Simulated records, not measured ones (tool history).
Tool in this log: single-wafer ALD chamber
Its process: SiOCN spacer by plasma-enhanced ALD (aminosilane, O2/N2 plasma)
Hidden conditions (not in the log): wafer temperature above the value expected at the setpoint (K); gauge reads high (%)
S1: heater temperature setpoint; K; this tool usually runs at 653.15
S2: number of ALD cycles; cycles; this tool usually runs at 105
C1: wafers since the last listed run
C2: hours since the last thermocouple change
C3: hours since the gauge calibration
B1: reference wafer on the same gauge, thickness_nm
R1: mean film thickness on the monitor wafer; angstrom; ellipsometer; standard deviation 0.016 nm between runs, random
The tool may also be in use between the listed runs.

run     day      S1   S2   C1      C2     C3     B1     R1
  1       0  653.15  105    0  2080.1  267.7  6.879  64.58
  2   2.508  653.15  105  122  2140.3  327.9  6.893  64.21
  3   3.967  653.15  105   71  2175.3  362.9  6.893  64.27
  4   5.117  653.15  105   56  2202.9  390.5  6.892  64.61
      6.458  -- gauge calibrated
  5   8.062  641.15  116  143  2273.6   38.5  6.884  71.32
  6     9.1  641.15  116   50  2298.5   63.4  6.889  71.19
  7  10.092  641.15  116   48  2322.3   87.2  6.893  70.98
  8  11.088  660.15  105   48  2346.2  111.1  6.889   64.4
  9  12.079  653.15  105   48    2370  134.9  6.891  64.61
 10  12.967  653.15  105   43  2391.3  156.2  6.894   64.4
 11  13.525  653.15  105   27  2404.7  169.6  6.886  64.28
 12  14.267  653.15  105   36  2422.5  187.4  6.893  64.73
 13    17.6  649.15  114  162  2502.5  267.4  6.884  70.17
 14  18.967  653.15   88   66  2535.3  300.2   6.89   54.1
 15  19.662  653.15   99   33    2552  316.9  6.885  60.59
 16    21.1  653.15  105   70  2586.5  351.4  6.881  64.46
 17  21.783  659.15   91   33  2602.9  367.8  6.885  55.68
     22.296  -- gauge calibrated
 18  22.679  639.15   93   43  2624.4    9.2  6.888  57.21
     24.446  -- thermocouple changed; heater temperature recalibrated
 19  24.467  653.15  124   70     0.5   52.1  6.898  76.17
 20  25.367  646.15  122   43    22.1   73.7  6.892  74.78
 21  26.112  653.15  105   36      40   91.6  6.893  64.23
 22  27.329  653.15  105   59    69.2  120.8  6.886  64.67
 23  27.854  653.15   92   25    81.8  133.4  6.891  56.45
 24  29.121  653.15  105   61   112.2  163.8   6.89  64.45
 25  31.021  662.15   99   92   157.8  209.4  6.898  60.41
 26  32.042  659.15  113   49   182.3  233.9  6.889  69.52

Exercise: give the hidden state of the tool at every run:
wafer temperature above the value expected at the setpoint (K): 0 in every run
gauge reads high (%): 0 in every run
